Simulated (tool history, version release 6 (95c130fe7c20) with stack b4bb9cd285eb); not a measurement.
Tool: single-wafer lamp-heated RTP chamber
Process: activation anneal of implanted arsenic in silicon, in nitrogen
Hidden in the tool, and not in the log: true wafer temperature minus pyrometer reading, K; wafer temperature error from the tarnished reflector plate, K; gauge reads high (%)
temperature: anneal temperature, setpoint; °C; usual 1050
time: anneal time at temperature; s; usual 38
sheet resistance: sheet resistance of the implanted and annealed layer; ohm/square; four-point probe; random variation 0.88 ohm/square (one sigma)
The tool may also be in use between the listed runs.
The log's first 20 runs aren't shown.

run,hour,temperature,time,wafers since the last listed run,wafers since the last pyrometer calibration,wafers since the reflector plate was cleaned,hours since the gauge calibration,"read-back reference wafer on the same gauge, sheet resistance",sheet resistance
21,1928.7,1050,38,1694,4473,7297,4472.4,200.77,229.65
22,2021.4,1050,38,1732,6206,9029,4565.1,200.96,230.3
23,2118.4,1036,38,1812,8018,10842,4662.1,201,236.06
24,2196.4,1050,38,1457,9476,12299,4740.1,201.04,230.97
# hour 2221.1: gauge calibrated
25,2280,1067,51,1562,11038,13862,58.9,201.2,220.32
# hour 2352.4: reflector plate cleaned
26,2567.7,1050,38,5226,16264,4023,346.6,201.16,230.51
27,2606.5,1050,58,725,16989,4748,385.4,200.78,223.37
# hour 2632.4: pyrometer window cleaned and pyrometer calibrated
28,2820.2,1023,58,3843,3509,8592,599.1,201.03,234.95
29,2869.9,1050,38,928,4438,9520,648.8,200.95,232.14
30,2927.4,1036,38,1074,5512,10595,706.3,201.01,235.62
31,3013.5,1050,38,1608,7121,12204,792.4,201.23,232.31
32,3092.3,1076,16,1472,8594,13676,871.2,200.72,235.68
33,3149.3,1036,20,1065,9659,14741,928.2,201.17,245.97
34,3240.3,1064,26,1700,11359,16442,1019.2,201.16,231.93
# hour 3322.9: reflector plate cleaned
35,3323.4,1021,38,1403,12763,10,1102.3,201.14,242.23

Forecast each of these 5 alternatives for the next run:
A,3323.8,1034,38,7,12770,17,1102.7,?,?
B,3323.8,1040,45,7,12770,17,1102.7,?,?
C,3323.8,1065,50,7,12770,17,1102.7,?,?
D,3323.8,1050,17,7,12770,17,1102.7,?,?
E,3323.8,1078,38,7,12770,17,1102.7,?,?

run,"read-back reference wafer on the same gauge, sheet resistance",sheet resistance
A,200.74,235.81
B,200.74,231.14
C,200.74,220.82
D,200.74,242.18
E,200.74,220.68
Without the tool's hidden state the same runs would have given:
run,sheet resistance
A,235.81
B,231.14
C,220.82
D,242.18
E,220.68
